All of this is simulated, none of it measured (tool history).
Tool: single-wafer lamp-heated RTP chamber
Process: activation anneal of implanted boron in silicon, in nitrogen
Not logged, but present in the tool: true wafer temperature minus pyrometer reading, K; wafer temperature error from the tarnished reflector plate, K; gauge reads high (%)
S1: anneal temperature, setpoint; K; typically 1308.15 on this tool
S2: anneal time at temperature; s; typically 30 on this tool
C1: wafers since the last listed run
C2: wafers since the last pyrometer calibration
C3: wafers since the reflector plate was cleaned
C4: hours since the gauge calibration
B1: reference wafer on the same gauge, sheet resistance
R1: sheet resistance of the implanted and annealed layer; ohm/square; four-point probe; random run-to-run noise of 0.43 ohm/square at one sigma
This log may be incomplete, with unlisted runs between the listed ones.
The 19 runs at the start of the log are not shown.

At day 40.129: reflector plate cleaned.
At day 40.225: pyrometer window cleaned and pyrometer calibrated.
Run 20, day 41.796: usual settings but S1 1333.15 K, S2 45 s; C1 752; C2 492; C3 492; C4 1461.5; B1 269.75. Result: R1 285.42 ohm/square.
Run 21, day 44.646: usual settings but S1 1334.15 K; C1 894; C2 1387; C3 1387; C4 1529.9; B1 269.86. Result: R1 286.83 ohm/square.
Run 22, day 46.146: usual settings but S1 1335.15 K, S2 42 s; C1 470; C2 1858; C3 1858; C4 1565.9; B1 270.02. Result: R1 286.76 ohm/square.
Run 23, day 48.254: usual settings but S1 1328.15 K, S2 43 s; C1 661; C2 2520; C3 2520; C4 1616.5; B1 270.21. Result: R1 286.41 ohm/square.
Run 24, day 49.317: usual settings but S2 43 s; C1 333; C2 2853; C3 2853; C4 1642.0; B1 270.26. Result: R1 286.54 ohm/square.
At day 49.483: gauge calibrated.
Run 25, day 50.450: usual settings but S1 1331.15 K, S2 44 s; C1 355; C2 3209; C3 3209; C4 23.2; B1 267.91. Result: R1 283.15 ohm/square.
Run 26, day 52.533: usual settings; C1 653; C2 3863; C3 3863; C4 73.2; B1 268.02. Result: R1 285.71 ohm/square.
Run 27, day 53.571: usual settings but S1 1329.15 K, S2 16 s; C1 325; C2 4188; C3 4188; C4 98.1; B1 267.90. Result: R1 286.00 ohm/square.
Run 28, day 60.604: usual settings but S1 1280.15 K, S2 24 s; C1 2207; C2 6396; C3 6396; C4 266.9; B1 268.07. Result: R1 290.73 ohm/square.
At day 60.971: pyrometer window cleaned and pyrometer calibrated.
Run 29, day 63.192: usual settings; C1 707; C2 696; C3 7104; C4 329.0; B1 267.98. Result: R1 286.55 ohm/square.
Run 30, day 65.533: usual settings but S2 45 s; C1 735; C2 1431; C3 7839; C4 385.2; B1 268.01. Result: R1 284.90 ohm/square.
At day 68.392: reflector plate cleaned.
Run 31, day 68.483: usual settings but S1 1319.15 K, S2 17 s; C1 821; C2 2253; C3 28; C4 456.0; B1 268.06. Result: R1 286.34 ohm/square.
Run 32, day 71.104: usual settings; C1 822; C2 3075; C3 850; C4 518.9; B1 268.22. Result: R1 286.35 ohm/square.
Run 33, day 74.071: usual settings but S1 1295.15 K; C1 931; C2 4007; C3 1782; C4 590.1; B1 268.23. Result: R1 288.04 ohm/square.
Run 34, day 75.383: usual settings but S1 1327.15 K, S2 45 s; C1 411; C2 4419; C3 2194; C4 621.6; B1 268.22. Result: R1 283.78 ohm/square.
Run 35, day 78.296: usual settings; C1 914; C2 5333; C3 3108; C4 691.5; B1 268.41. Result: R1 286.49 ohm/square.
At day 82.150: pyrometer window cleaned and pyrometer calibrated.
Run 36, day 84.371: usual settings but S2 36 s; C1 1802; C2 697; C3 4910; C4 837.3; B1 268.52. Result: R1 286.22 ohm/square.

Consider 4 possible next runs. They are alternatives, not a sequence: every one starts from the tool as it was left by run 36. What does each give?
Run A, day 84.388: usual settings; C1 5; C2 702; C3 4915; C4 837.7; B1 ?. Result: R1 ?.
Run B, day 84.388: usual settings but S1 1318.15 K, S2 20 s; C1 5; C2 702; C3 4915; C4 837.7; B1 ?. Result: R1 ?.
Run C, day 84.388: usual settings but S1 1327.15 K, S2 43 s; C1 5; C2 702; C3 4915; C4 837.7; B1 ?. Result: R1 ?.
Run D, day 84.388: usual settings but S1 1333.15 K, S2 36 s; C1 5; C2 702; C3 4915; C4 837.7; B1 ?. Result: R1 ?.

run      B1      R1
  A  268.52  286.82
  B  268.52  286.98
  C  268.52  284.51
  D  268.52  284.70
Without the tool's unlogged condition, the same runs would have read:
run      R1
  A  286.27
  B  286.43
  C  283.96
  D  284.15
